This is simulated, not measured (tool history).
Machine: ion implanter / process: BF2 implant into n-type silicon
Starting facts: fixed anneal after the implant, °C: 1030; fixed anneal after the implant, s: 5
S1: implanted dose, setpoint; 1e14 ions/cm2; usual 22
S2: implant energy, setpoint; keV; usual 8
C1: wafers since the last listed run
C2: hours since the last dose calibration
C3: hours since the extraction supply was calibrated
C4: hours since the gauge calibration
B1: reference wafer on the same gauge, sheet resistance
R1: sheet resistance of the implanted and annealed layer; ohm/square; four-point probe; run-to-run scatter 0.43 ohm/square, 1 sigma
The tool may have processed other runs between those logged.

run 1 day=0 | S1=24.64 S2=8 | C1=0 C2=1451.2 C3=1889.2 C4=1098.4 | B1=290.97 | R1=253.58
run 2 day=2.388 | S1=24.05 S2=7.5 | C1=1366 C2=1508.5 C3=1946.5 C4=1155.7 | B1=290.92 | R1=260.64
run 3 day=4.671 | S1=24.05 S2=7.5 | C1=1306 C2=1563.3 C3=2001.3 C4=1210.5 | B1=290.95 | R1=260.7
run 4 day=11.417 | S1=22 S2=8 | C1=3860 C2=1725.2 C3=2163.2 C4=1372.4 | B1=291.17 | R1=256.06
run 5 day=14.517 | S1=22 S2=8 | C1=1774 C2=1799.6 C3=2237.6 C4=1446.8 | B1=290.9 | R1=256.06
run 6 day=22.675 | S1=22 S2=8 | C1=4669 C2=1995.4 C3=2433.4 C4=1642.6 | B1=291.09 | R1=256.18
run 7 day=24.433 | S1=22 S2=6.5 | C1=1006 C2=2037.6 C3=2475.6 C4=1684.8 | B1=291 | R1=277.79
run 8 day=27.942 | S1=22 S2=6.5 | C1=2007 C2=2121.8 C3=2559.8 C4=1769 | B1=291.01 | R1=278.11
-- day=29.288 gauge calibrated
run 9 day=30.408 | S1=22 S2=6.5 | C1=1411 C2=2181 C3=2619 C4=26.9 | B1=290.96 | R1=276.8
run 10 day=32.604 | S1=22 S2=8 | C1=1256 C2=2233.7 C3=2671.7 C4=79.6 | B1=291.07 | R1=256.85
run 11 day=34.4 | S1=22 S2=8 | C1=1027 C2=2276.8 C3=2714.8 C4=122.7 | B1=291.04 | R1=256.44
run 12 day=38.729 | S1=27.28 S2=6.5 | C1=2477 C2=2380.7 C3=2818.7 C4=226.6 | B1=291.05 | R1=274.4
run 13 day=40.421 | S1=22 S2=9 | C1=968 C2=2421.3 C3=2859.3 C4=267.2 | B1=291.03 | R1=245.05
-- day=41.933 extraction supply calibrated
run 14 day=42.871 | S1=26.29 S2=10 | C1=1211 C2=2480.1 C3=22.5 C4=326 | B1=290.96 | R1=233.99
-- day=45.758 Faraday cup replaced and dose calibrated
run 15 day=46.054 | S1=22 S2=6 | C1=1631 C2=7.1 C3=98.9 C4=402.4 | B1=291.02 | R1=289.16
run 16 day=47.671 | S1=19.31 S2=8 | C1=925 C2=45.9 C3=137.7 C4=441.2 | B1=291.1 | R1=261.94
run 17 day=50.996 | S1=20.29 S2=8 | C1=1902 C2=125.7 C3=217.5 C4=521 | B1=291.09 | R1=261.12
-- day=53.942 extraction supply calibrated, repeated, since the last time left the tool worse
run 18 day=54.3 | S1=22 S2=8 | C1=1700 C2=205 C3=8.6 C4=600.3 | B1=290.85 | R1=254.48
run 19 day=58.7 | S1=22 S2=7 | C1=2518 C2=310.6 C3=114.2 C4=705.9 | B1=291.18 | R1=267.74
run 20 day=63.075 | S1=24.66 S2=10 | C1=2503 C2=415.6 C3=219.2 C4=810.9 | B1=290.99 | R1=229.66
run 21 day=64.625 | S1=24.65 S2=8 | C1=887 C2=452.8 C3=256.4 C4=848.1 | B1=290.91 | R1=251.74
run 22 day=67.183 | S1=22 S2=8 | C1=1464 C2=514.2 C3=317.8 C4=909.5 | B1=290.77 | R1=253.84

The tool's hidden state at each run:
deviation of the true dose from the Faraday cup's reading, %: 0, the same for each run
gauge reads high (%): 0, the same for each run
H1: deviation of the true energy from its setpoint, %
run=1 H1=-1.02
run=2 H1=-1.09
run=3 H1=-1.16
run=4 H1=-1.38
run=5 H1=-1.48
run=6 H1=-1.78
run=7 H1=-1.85
run=8 H1=-1.99
run=9 H1=-2.09
run=10 H1=-2.18
run=11 H1=-2.25
run=12 H1=-2.44
run=13 H1=-2.52
run=14 H1=-5.17
run=15 H1=-5.18
run=16 H1=-5.18
run=17 H1=-5.19
run=18 H1=0.664
run=19 H1=0.66
run=20 H1=0.648
run=21 H1=0.643
run=22 H1=0.631
